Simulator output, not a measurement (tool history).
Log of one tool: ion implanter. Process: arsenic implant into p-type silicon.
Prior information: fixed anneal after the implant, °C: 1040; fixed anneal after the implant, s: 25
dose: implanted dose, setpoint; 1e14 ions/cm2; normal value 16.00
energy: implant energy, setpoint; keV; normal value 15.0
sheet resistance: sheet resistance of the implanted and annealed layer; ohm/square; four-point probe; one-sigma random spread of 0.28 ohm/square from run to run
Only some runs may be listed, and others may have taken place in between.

run	hour	dose	energy	wafers since the last listed run	hours since the last dose calibration	hours since the extraction supply was calibrated	hours since the gauge calibration	read-back reference wafer on the same gauge, sheet resistance	sheet resistance
1	0.0	19.42	15.0	0	324.1	7240.4	234.7	101.15	93.11
2	26.3	19.42	15.0	320	350.4	7266.7	261.0	101.13	93.04
3	46.4	19.42	15.0	245	370.5	7286.8	281.1	101.17	93.14
4	88.1	16.00	15.0	508	412.2	7328.5	322.8	101.07	101.24
5	100.2	16.00	15.0	147	424.3	7340.6	334.9	101.08	100.68
6	130.5	16.00	11.0	369	454.6	7370.9	365.2	101.15	103.72
7	145.6	16.00	11.0	184	469.7	7386.0	380.3	101.04	103.87
# hour 161.4: gauge calibrated
8	172.5	16.00	11.0	328	496.6	7412.9	11.1	101.07	103.25
9	196.2	16.00	15.0	289	520.3	7436.6	34.8	100.98	100.53
10	227.7	16.00	17.0	384	551.8	7468.1	66.3	101.23	99.45
11	248.9	19.25	15.0	258	573.0	7489.3	87.5	101.04	93.54
# hour 266.1: Faraday cup replaced and dose calibrated
12	271.2	18.30	11.5	174	5.1	7511.6	109.8	101.20	98.95
13	288.1	13.04	11.5	206	22.0	7528.5	126.7	101.12	115.42
# hour 300.7: extraction supply calibrated
# hour 329.4: Faraday cup replaced and dose calibrated, repeated, since the last time left the tool worse
14	329.9	12.71	16.5	314	0.5	29.2	168.5	101.02	110.41
15	347.4	12.34	17.0	213	18.0	46.7	186.0	101.07	111.32
16	368.5	16.00	15.0	257	39.1	67.8	207.1	101.08	99.64
17	391.4	16.00	15.0	279	62.0	90.7	230.0	101.13	99.98
18	420.6	16.00	10.0	356	91.2	119.9	259.2	101.16	103.36

Forecast each of these 3 alternatives for the next run:
A	421.0	16.00	15.0	4	91.6	120.3	259.6	?	?
B	421.0	20.27	15.0	4	91.6	120.3	259.6	?	?
C	421.0	18.08	11.0	4	91.6	120.3	259.6	?	?

run	read-back reference wafer on the same gauge, sheet resistance	sheet resistance
A	101.03	100.04
B	101.03	91.38
C	101.03	97.83
With the hidden condition removed and each run's random variation left untouched, the same runs would have given:
run	sheet resistance
A	99.32
B	90.86
C	97.24
